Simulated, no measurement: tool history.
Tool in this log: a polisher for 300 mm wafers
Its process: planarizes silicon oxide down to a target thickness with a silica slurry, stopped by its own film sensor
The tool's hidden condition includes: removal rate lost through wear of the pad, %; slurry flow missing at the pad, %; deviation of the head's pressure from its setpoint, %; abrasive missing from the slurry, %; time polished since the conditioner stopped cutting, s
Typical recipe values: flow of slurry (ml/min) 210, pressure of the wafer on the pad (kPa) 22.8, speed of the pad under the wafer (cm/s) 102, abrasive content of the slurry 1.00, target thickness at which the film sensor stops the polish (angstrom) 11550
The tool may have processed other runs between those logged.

| run | hour | flow of slurry (ml/min) | pressure of the wafer on the pad (kPa) | speed of the pad under the wafer (cm/s) | abrasive content of the slurry | target thickness at which the film sensor stops the polish (angstrom) | wafers since the last listed run | wafers polished on this pad | hours since the slurry nozzle was cleaned | hours since the head pressure was calibrated | hours since the slurry blender was calibrated | hours since the conditioning disc was replaced | incoming thickness of the incoming film, nm | time until the film sensor stopped the polish (s) |
|---|---|---|---|---|---|---|---|---|---|---|---|---|---|---|
| 1 | 0.0 | 210 | 22.8 | 102 | 1.00 | 11550 | 0 | 713 | 70.8 | 1390.1 | 290.9 | 27.4 | 1393.3 | 99.1 |
|  | 10.0 | head pressure recalibrated |
| 2 | 14.5 | 210 | 22.8 | 82 | 1.00 | 11550 | 115 | 829 | 85.3 | 4.5 | 305.4 | 41.9 | 1420.4 | 122.8 |
| 3 | 36.0 | 210 | 22.8 | 114 | 1.00 | 11550 | 199 | 1029 | 106.8 | 26.0 | 326.9 | 63.4 | 1385.4 | 82.6 |
| 4 | 54.8 | 210 | 22.8 | 114 | 1.00 | 11550 | 174 | 1203 | 125.6 | 44.8 | 345.7 | 82.2 | 1421.9 | 93.7 |
|  | 70.6 | slurry blender recalibrated |
| 5 | 88.9 | 210 | 22.8 | 102 | 1.00 | 12120 | 297 | 1500 | 159.7 | 78.9 | 18.3 | 116.3 | 1424.5 | 80.5 |
|  | 122.2 | worn pad replaced by a new one |
| 6 | 122.7 | 210 | 22.8 | 102 | 1.00 | 11550 | 276 | 4 | 193.5 | 112.7 | 52.1 | 150.1 | 1396.7 | 93.9 |
| 7 | 145.8 | 210 | 22.8 | 102 | 1.00 | 11550 | 214 | 218 | 216.6 | 135.8 | 75.2 | 173.2 | 1397.8 | 94.4 |
| 8 | 166.4 | 210 | 17.2 | 68 | 1.00 | 10900 | 190 | 409 | 237.2 | 156.4 | 95.8 | 193.8 | 1422.2 | 223.2 |
|  | 175.2 | head pressure recalibrated, repeated, since the last time left the tool worse |
|  | 186.9 | conditioning disc replaced and pad reconditioned |
| 9 | 197.7 | 230 | 22.8 | 76 | 0.90 | 10910 | 253 | 662 | 268.5 | 22.5 | 127.1 | 10.8 | 1396.2 | 170.7 |
| 10 | 219.3 | 180 | 22.8 | 92 | 0.70 | 11780 | 200 | 862 | 290.1 | 44.1 | 148.7 | 32.4 | 1391.2 | 115.9 |
| 11 | 231.5 | 210 | 22.8 | 102 | 1.00 | 11550 | 113 | 975 | 302.3 | 56.3 | 160.9 | 44.6 | 1403.2 | 111.6 |
| 12 | 248.0 | 210 | 25.5 | 128 | 1.00 | 10910 | 152 | 1128 | 318.8 | 72.8 | 177.4 | 61.1 | 1427.9 | 115.0 |
| 13 | 260.4 | 210 | 22.8 | 102 | 1.00 | 11550 | 114 | 1243 | 331.2 | 85.2 | 189.8 | 73.5 | 1409.1 | 113.0 |
| 14 | 274.8 | 210 | 22.8 | 102 | 1.00 | 11550 | 133 | 1377 | 345.6 | 99.6 | 204.2 | 87.9 | 1395.4 | 107.5 |
| 15 | 306.4 | 210 | 22.8 | 102 | 1.00 | 11550 | 292 | 1670 | 377.2 | 131.2 | 235.8 | 119.5 | 1425.1 | 120.5 |
|  | 337.1 | worn pad replaced by a new one |
| 16 | 337.6 | 210 | 22.8 | 102 | 0.85 | 11550 | 252 | 5 | 408.4 | 162.4 | 267.0 | 150.7 | 1384.6 | 105.7 |
| 17 | 363.8 | 210 | 27.6 | 92 | 1.00 | 11550 | 242 | 247 | 434.6 | 188.6 | 293.2 | 176.9 | 1398.7 | 97.7 |
| 18 | 376.8 | 210 | 22.8 | 122 | 0.75 | 11170 | 120 | 368 | 447.6 | 201.6 | 306.2 | 189.9 | 1402.0 | 121.9 |
|  | 392.8 | conditioning disc replaced and pad reconditioned |
| 19 | 395.8 | 250 | 22.8 | 132 | 1.20 | 12170 | 157 | 526 | 466.6 | 220.6 | 325.2 | 3.0 | 1425.9 | 71.3 |
| 20 | 417.5 | 185 | 22.8 | 102 | 1.00 | 11550 | 201 | 727 | 488.3 | 242.3 | 346.9 | 24.7 | 1408.7 | 110.8 |
|  | 440.6 | slurry blender recalibrated |
| 21 | 442.8 | 210 | 27.6 | 102 | 0.75 | 11550 | 215 | 943 | 513.6 | 267.6 | 2.2 | 50.0 | 1384.8 | 91.5 |
| 22 | 461.2 | 210 | 22.8 | 82 | 1.00 | 12270 | 170 | 1113 | 532.0 | 286.0 | 20.6 | 68.4 | 1388.0 | 84.6 |
| 23 | 482.6 | 210 | 22.8 | 102 | 1.00 | 11550 | 198 | 1312 | 553.4 | 307.4 | 42.0 | 89.8 | 1411.0 | 114.3 |
| 24 | 514.2 | 210 | 22.8 | 136 | 0.80 | 11550 | 292 | 1605 | 585.0 | 339.0 | 73.6 | 121.4 | 1394.7 | 92.3 |
|  | 534.7 | worn pad replaced by a new one |
| 25 | 547.2 | 210 | 22.8 | 102 | 1.10 | 11290 | 268 | 116 | 618.0 | 372.0 | 106.6 | 154.4 | 1418.6 | 126.5 |
|  | 555.7 | conditioning disc replaced and pad reconditioned |
| 26 | 568.9 | 210 | 17.9 | 76 | 1.00 | 11550 | 182 | 298 | 639.7 | 393.7 | 128.3 | 13.2 | 1387.8 | 157.4 |

Below are 3 alternative next runs, each starting from the tool's condition after run 26. Predict each:
| A | 569.4 | 210 | 22.8 | 102 | 1.00 | 11550 | 4 | 303 | 640.2 | 394.2 | 128.8 | 13.7 | 1387.1 | ? |
| B | 569.4 | 245 | 22.8 | 78 | 1.00 | 11550 | 4 | 303 | 640.2 | 394.2 | 128.8 | 13.7 | 1387.1 | ? |
| C | 569.4 | 250 | 26.2 | 102 | 1.00 | 11550 | 4 | 303 | 640.2 | 394.2 | 128.8 | 13.7 | 1387.1 | ? |

| run | time until the film sensor stopped the polish (s) |
|---|---|
| A | 103.9 |
| B | 123.7 |
| C | 88.9 |
Stripped of hidden state, with their random variation kept, the same runs would have yielded:
| run | time until the film sensor stopped the polish (s) |
|---|---|
| A | 105.0 |
| B | 125.0 |
| C | 89.8 |
